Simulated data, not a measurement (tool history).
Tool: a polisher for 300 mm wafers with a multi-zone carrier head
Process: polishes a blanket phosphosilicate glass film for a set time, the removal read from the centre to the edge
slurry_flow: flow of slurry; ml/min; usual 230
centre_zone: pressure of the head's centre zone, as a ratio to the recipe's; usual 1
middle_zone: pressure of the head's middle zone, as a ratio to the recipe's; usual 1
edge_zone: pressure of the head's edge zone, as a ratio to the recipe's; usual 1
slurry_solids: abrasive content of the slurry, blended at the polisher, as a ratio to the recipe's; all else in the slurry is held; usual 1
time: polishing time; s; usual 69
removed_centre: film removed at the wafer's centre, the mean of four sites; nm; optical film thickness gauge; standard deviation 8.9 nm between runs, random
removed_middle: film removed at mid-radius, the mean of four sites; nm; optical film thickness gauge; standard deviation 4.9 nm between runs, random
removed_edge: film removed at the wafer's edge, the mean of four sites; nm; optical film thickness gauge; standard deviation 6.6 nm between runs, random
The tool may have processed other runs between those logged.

run    hour  slurry_flow  centre_zone  middle_zone  edge_zone  slurry_solids  time  incoming thickness of the incoming film, nm  removed_centre  removed_middle  removed_edge
  1       0          230            1            1          1              1    69                                       2469.2           658.3           643.7         651.5
       42.3  -- slurry nozzle cleaned
  2    54.6          230            1         1.07          1              1    69                                       2448.5           649.2           685.3         633.8
  3    89.9          230            1         1.12          1              1    69                                       2373.2           668.3           709.6         648.7
  4   142.3          230          1.1            1       1.05              1    69                                       2435.2           718.2           657.8         649.2
  5     208          165          1.1            1          1              1    80                                       2438.7           775.7           715.1         714.5
  6   266.7          265            1            1       1.08            1.3    69                                       2390.4           789.6           772.2         772.8
      292.7  -- worn pad replaced by a new one
  7   329.2          230            1         0.92          1            0.7    69                                       2418.4           497.3           458.4         485.4
      349.9  -- carrier head's membrane replaced by a new one
      419.8  -- slurry nozzle cleaned
      421.9  -- centre zone pressure recalibrated
  8   434.4          230            1            1          1              1    79                                       2411.6           761.2           738.6         738.9
  9   479.6          300            1            1          1              1    69                                       2426.1           666.7           675.9         661.4
 10   550.3          230            1            1          1              1    69                                       2450.6           668.3           652.5         648.1
 11     617          230            1         0.93       0.91              1    90                                       2406.3           858.4           799.8         802.5
 12   664.1          230         0.93            1       0.88              1    69                                       2443.4           601.1           649.5         617.3
      683.6  -- edge zone pressure recalibrated
      716.8  -- worn pad replaced by a new one
 13   726.6          230          1.1         1.09          1           0.85    69                                       2419.3             635           614.9         574.4
 14   794.7          230            1         0.93          1              1    91                                       2422.3           872.3           806.1         850.9
        835  -- slurry nozzle cleaned
 15   837.2          230            1         1.07          1              1    69                                         2445           673.1           675.2         642.1
 16   896.1          230            1            1          1              1    69                                       2406.8           645.6           647.6         645.7
      922.7  -- carrier head's membrane replaced by a new one
     1006.8  -- centre zone pressure recalibrated
 17  1082.4          230            1            1          1            1.1    50                                       2378.6           497.5             499         500.3
     1108.6  -- worn pad replaced by a new one
 18  1141.6          230            1            1          1           0.85    69                                       2366.3           599.8           577.6         574.3
 19  1167.5          230            1            1          1            1.1    69                                       2383.9           700.6           694.6         672.1
 20  1200.5          230            1            1       0.93              1    58                                       2420.5           551.9           546.4         530.7

Branching from run 20: 5 alternative next runs. What would each branch give?
  A  1200.9          230            1            1          1              1    69                                       2417.2               ?               ?             ?
  B  1200.9          230            1            1          1              1    57                                       2417.2               ?               ?             ?
  C  1200.9          265         0.92            1       0.88              1    92                                       2417.2               ?               ?             ?
  D  1200.9          230            1            1       1.05              1    69                                       2417.2               ?               ?             ?
  E  1200.9          250         1.08            1          1              1    69                                       2417.2               ?               ?             ?

run  removed_centre  removed_middle  removed_edge
  A           653.8             649         637.5
  B           540.1           536.1         526.7
  C           817.7           881.5         824.4
  D           653.8           648.9           649
  E           715.2           655.8         642.8
What these runs would have given with no unlogged condition in the tool:
run  removed_centre  removed_middle  removed_edge
  A           653.8             649         637.5
  B           540.1           536.1         526.7
  C           817.7           881.5         824.4
  D           653.8           648.9           649
  E           715.2           655.8         642.8

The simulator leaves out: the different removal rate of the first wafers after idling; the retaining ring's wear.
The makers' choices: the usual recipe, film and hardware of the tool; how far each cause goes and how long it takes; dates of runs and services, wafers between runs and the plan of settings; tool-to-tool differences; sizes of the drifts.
